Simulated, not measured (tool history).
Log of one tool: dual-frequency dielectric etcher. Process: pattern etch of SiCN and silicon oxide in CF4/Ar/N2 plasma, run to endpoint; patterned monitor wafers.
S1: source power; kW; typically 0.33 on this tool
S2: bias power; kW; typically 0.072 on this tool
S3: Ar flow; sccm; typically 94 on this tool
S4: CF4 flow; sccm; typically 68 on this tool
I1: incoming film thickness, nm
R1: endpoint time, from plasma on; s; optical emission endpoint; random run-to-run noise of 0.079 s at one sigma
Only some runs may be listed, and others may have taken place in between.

{"run": 1, "hour": 0.0, "S1": 0.39, "S2": 0.072, "S3": 107, "S4": 68, "I1": 14.94, "R1": 20}
{"run": 2, "hour": 8.0, "S1": 0.36, "S2": 0.072, "S3": 94, "S4": 68, "I1": 14.82, "R1": 20.8}
{"run": 3, "hour": 16.7, "S1": 0.36, "S2": 0.084, "S3": 94, "S4": 63, "I1": 14.65, "R1": 20.2}
{"run": 4, "hour": 26.8, "S1": 0.33, "S2": 0.078, "S3": 74, "S4": 56, "I1": 14.66, "R1": 21.7}
{"run": 5, "hour": 34.2, "S1": 0.33, "S2": 0.072, "S3": 109, "S4": 68, "I1": 14.68, "R1": 22.9}
{"run": 6, "hour": 47.0, "S1": 0.33, "S2": 0.072, "S3": 94, "S4": 68, "I1": 14.72, "R1": 22.5}
{"run": 7, "hour": 81.7, "S1": 0.26, "S2": 0.072, "S3": 100, "S4": 80, "I1": 14.68, "R1": 27.4}
{"run": 8, "hour": 99.6, "S1": 0.33, "S2": 0.072, "S3": 94, "S4": 68, "I1": 14.55, "R1": 22.3}
{"run": 9, "hour": 106.0, "S1": 0.36, "S2": 0.072, "S3": 94, "S4": 68, "I1": 14.76, "R1": 21.1}
{"run": 10, "hour": 118.0, "S1": 0.33, "S2": 0.072, "S3": 94, "S4": 68, "I1": 14.69, "R1": 22.4}
{"hour": 130.1, "done": "Ar flow controller replaced"}
{"run": 11, "hour": 130.9, "S1": 0.26, "S2": 0.086, "S3": 94, "S4": 68, "I1": 14.78, "R1": 27.1}
{"run": 12, "hour": 144.7, "S1": 0.33, "S2": 0.072, "S3": 77, "S4": 68, "I1": 14.59, "R1": 21.9}
{"run": 13, "hour": 153.5, "S1": 0.33, "S2": 0.072, "S3": 94, "S4": 80, "I1": 14.63, "R1": 22.2}
{"hour": 182.5, "done": "wet clean of the chamber"}
{"run": 14, "hour": 183.0, "S1": 0.25, "S2": 0.072, "S3": 111, "S4": 56, "I1": 14.66, "R1": 29.3}
{"run": 15, "hour": 183.5, "S1": 0.4, "S2": 0.057, "S3": 82, "S4": 54, "I1": 14.73, "R1": 19.8}
{"run": 16, "hour": 191.8, "S1": 0.28, "S2": 0.072, "S3": 114, "S4": 68, "I1": 14.82, "R1": 26.4}
{"run": 17, "hour": 209.1, "S1": 0.35, "S2": 0.072, "S3": 82, "S4": 68, "I1": 14.8, "R1": 20.7}
{"run": 18, "hour": 220.6, "S1": 0.33, "S2": 0.072, "S3": 94, "S4": 68, "I1": 14.72, "R1": 22.1}
{"run": 19, "hour": 233.2, "S1": 0.29, "S2": 0.064, "S3": 101, "S4": 53, "I1": 14.57, "R1": 26.3}
{"run": 20, "hour": 270.9, "S1": 0.33, "S2": 0.072, "S3": 94, "S4": 82, "I1": 14.79, "R1": 22}
{"run": 21, "hour": 278.8, "S1": 0.36, "S2": 0.06, "S3": 103, "S4": 68, "I1": 14.63, "R1": 21.6}
{"run": 22, "hour": 285.2, "S1": 0.33, "S2": 0.088, "S3": 94, "S4": 52, "I1": 14.78, "R1": 22.2}
{"run": 23, "hour": 302.1, "S1": 0.33, "S2": 0.089, "S3": 73, "S4": 53, "I1": 14.62, "R1": 21}
{"run": 24, "hour": 311.9, "S1": 0.37, "S2": 0.072, "S3": 79, "S4": 78, "I1": 14.59, "R1": 19.2}

Run-by-run hidden state of the tool:
source power that arrives over what is set, %: 0 on each run
bias power that arrives over what is set, %: 0 on each run
Ar flow that arrives over what is set, %: 0 on each run
CF4 flow that arrives over what is set, %: 0 on each run
H1: etch rate over this chamber's usual, %
run=1 H1=-1.03
run=2 H1=-1.11
run=3 H1=-1.19
run=4 H1=-1.29
run=5 H1=-1.36
run=6 H1=-1.48
run=7 H1=-1.82
run=8 H1=-1.99
run=9 H1=-2.05
run=10 H1=-2.17
run=11 H1=-2.29
run=12 H1=-2.43
run=13 H1=-2.51
run=14 H1=0.0045
run=15 H1=-0.000329
run=16 H1=-0.0805
run=17 H1=-0.248
run=18 H1=-0.359
run=19 H1=-0.48
run=20 H1=-0.845
run=21 H1=-0.921
run=22 H1=-0.983
run=23 H1=-1.15
run=24 H1=-1.24
